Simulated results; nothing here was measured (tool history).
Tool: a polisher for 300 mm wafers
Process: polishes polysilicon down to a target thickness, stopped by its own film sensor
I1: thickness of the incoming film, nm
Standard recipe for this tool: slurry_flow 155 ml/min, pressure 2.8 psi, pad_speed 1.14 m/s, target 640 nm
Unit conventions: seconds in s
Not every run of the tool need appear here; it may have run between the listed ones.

run 1 day=0 | slurry_flow=155 pressure=2.8 pad_speed=1.14 target=640 | I1=1623.6 | seconds=108.4
run 2 day=0.471 | slurry_flow=155 pressure=2.8 pad_speed=1.14 target=640 | I1=1627.5 | seconds=108.2
-- day=1.142 slurry nozzle cleaned
-- day=1.196 worn pad replaced by a new one
run 3 day=1.217 | slurry_flow=155 pressure=2.8 pad_speed=1.14 target=640 | I1=1648.3 | seconds=109.7
run 4 day=1.371 | slurry_flow=155 pressure=2.8 pad_speed=1.14 target=640 | I1=1637.3 | seconds=109.3
run 5 day=1.75 | slurry_flow=155 pressure=2.8 pad_speed=1.14 target=640 | I1=1619.4 | seconds=108.3
run 6 day=2.454 | slurry_flow=155 pressure=2 pad_speed=1.14 target=836 | I1=1644.4 | seconds=119.4
run 7 day=2.712 | slurry_flow=155 pressure=2 pad_speed=1.14 target=836 | I1=1622.6 | seconds=120.8
run 8 day=3.138 | slurry_flow=125 pressure=2.8 pad_speed=1.14 target=640 | I1=1604.8 | seconds=109
run 9 day=4.596 | slurry_flow=125 pressure=2.8 pad_speed=1.14 target=640 | I1=1612.3 | seconds=109.5
run 10 day=4.904 | slurry_flow=125 pressure=2.8 pad_speed=1.14 target=640 | I1=1638.6 | seconds=112.2
-- day=6.379 worn pad replaced by a new one
run 11 day=6.408 | slurry_flow=175 pressure=2.4 pad_speed=1.14 target=640 | I1=1627.7 | seconds=126
run 12 day=7.012 | slurry_flow=155 pressure=2.8 pad_speed=1.02 target=640 | I1=1625.5 | seconds=119.2
run 13 day=7.717 | slurry_flow=155 pressure=2.8 pad_speed=1.02 target=640 | I1=1616.4 | seconds=119.3
run 14 day=8.342 | slurry_flow=155 pressure=2.8 pad_speed=1.02 target=640 | I1=1621.1 | seconds=119.2
run 15 day=8.971 | slurry_flow=155 pressure=2.8 pad_speed=1.14 target=750 | I1=1645.7 | seconds=95.6
run 16 day=9.304 | slurry_flow=155 pressure=2.8 pad_speed=1.14 target=750 | I1=1672.8 | seconds=99.8
run 17 day=9.658 | slurry_flow=155 pressure=2.8 pad_speed=1.14 target=640 | I1=1623.6 | seconds=107.9

The next listed run, before its measurement:
run 18 day=9.917 | slurry_flow=110 pressure=2.8 pad_speed=1.42 target=640 | I1=1640.3 | seconds=?

seconds: 91.1 s
Had the tool carried no hidden state, the very same run would have given seconds 91.1 s.
